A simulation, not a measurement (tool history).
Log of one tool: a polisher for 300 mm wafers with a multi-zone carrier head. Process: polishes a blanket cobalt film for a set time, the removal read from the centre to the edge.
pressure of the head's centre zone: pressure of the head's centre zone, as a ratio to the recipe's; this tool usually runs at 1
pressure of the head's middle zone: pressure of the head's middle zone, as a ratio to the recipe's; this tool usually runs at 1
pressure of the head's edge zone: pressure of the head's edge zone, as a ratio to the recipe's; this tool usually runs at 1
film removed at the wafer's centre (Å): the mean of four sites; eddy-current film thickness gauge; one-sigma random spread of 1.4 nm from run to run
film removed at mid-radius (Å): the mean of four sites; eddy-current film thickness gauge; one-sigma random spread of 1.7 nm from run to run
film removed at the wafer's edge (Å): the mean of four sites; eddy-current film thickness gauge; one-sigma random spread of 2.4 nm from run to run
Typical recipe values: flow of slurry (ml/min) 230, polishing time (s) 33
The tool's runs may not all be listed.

run   hour  flow of slurry (ml/min)  pressure of the head's centre zone  pressure of the head's middle zone  pressure of the head's edge zone  polishing time (s)  incoming thickness of the incoming film, nm  film removed at the wafer's centre (Å)  film removed at mid-radius (Å)  film removed at the wafer's edge (Å)
  1      0                      230                                   1                                   1                              0.91                  33                                        986.6                                    1686                            1702                                  1698
      16.8  -- worn pad replaced by a new one
  2   17.3                      230                                   1                                   1                                 1                  33                                        959.7                                    1773                            1838                                  1813
  3   43.7                      230                                   1                                   1                                 1                  33                                        971.1                                    1707                            1753                                  1780
  4   76.9                      230                                   1                                   1                                 1                  33                                        999.6                                    1664                            1683                                  1721
  5   92.2                      230                                   1                                   1                                 1                  33                                       1000.1                                    1665                            1670                                  1744
     113.1  -- worn pad replaced by a new one
  6  120.6                      230                                   1                                   1                                 1                  33                                        982.1                                    1669                            1747                                  1734
  7  148.7                      230                                   1                                   1                              1.02                  33                                          972                                    1624                            1682                                  1686
     205.7  -- worn pad replaced by a new one
  8  254.7                      230                                   1                                   1                              1.02                  33                                        985.4                                    1587                            1609                                  1705
     271.8  -- edge zone pressure recalibrated
     278.5  -- slurry nozzle cleaned
  9  286.2                      230                                0.89                                   1                              0.96                  33                                        972.5                                    1499                            1724                                  1773
 10  302.2                      230                                   1                                0.88                                 1                  39                                        980.3                                    1999                            1859                                  2045
     307.3  -- worn pad replaced by a new one
     313.6  -- centre zone pressure recalibrated
 11  335.3                      230                                   1                                   1                                 1                  23                                        977.9                                    1208                            1224                                  1251
     368.8  -- carrier head's membrane replaced by a new one
 12  369.3                      230                                   1                                   1                                 1                  33                                        981.5                                    1685                            1746                                  1766
 13  390.7                      280                                   1                                   1                              0.93                  26                                        973.7                                    1351                            1394                                  1368
     403.1  -- worn pad replaced by a new one
 14  426.2                      180                                0.92                                0.95                                 1                  33                                        971.6                                    1498                            1630                                  1743
 15  459.2                      200                                   1                                   1                               0.9                  33                                        972.2                                    1636                            1677                                  1655
 16  480.1                      230                                   1                                0.92                              0.96                  41                                        979.2                                    2064                            1977                                  2124

Below are 5 alternative next runs, each starting from the tool's condition after run 16. Predict each:
  A  480.5                      230                                   1                                   1                                 1                  33                                        973.7                                       ?                               ?                                     ?
  B  480.5                      180                                1.04                                   1                              0.96                  33                                        973.7                                       ?                               ?                                     ?
  C  480.5                      230                                0.92                                   1                              1.09                  44                                        973.7                                       ?                               ?                                     ?
  D  480.5                      230                                0.89                                0.89                              1.08                  22                                        973.7                                       ?                               ?                                     ?
  E  480.5                      230                                1.07                                   1                                 1                  44                                        973.7                                       ?                               ?                                     ?

run  film removed at the wafer's centre (Å)  film removed at mid-radius (Å)  film removed at the wafer's edge (Å)
  A                                    1648                            1723                                  1721
  B                                    1632                            1649                                  1644
  C                                    2021                            2299                                  2366
  D                                     976                            1043                                  1181
  E                                    2353                            2297                                  2294
Stripped of hidden state, with their random variation kept, the same runs would have yielded:
run  film removed at the wafer's centre (Å)  film removed at mid-radius (Å)  film removed at the wafer's edge (Å)
  A                                    1822                            1896                                  1870
  B                                    1828                            1834                                  1800
  C                                    2234                            2528                                  2572
  D                                    1079                            1147                                  1284
  E                                    2601                            2526                                  2494

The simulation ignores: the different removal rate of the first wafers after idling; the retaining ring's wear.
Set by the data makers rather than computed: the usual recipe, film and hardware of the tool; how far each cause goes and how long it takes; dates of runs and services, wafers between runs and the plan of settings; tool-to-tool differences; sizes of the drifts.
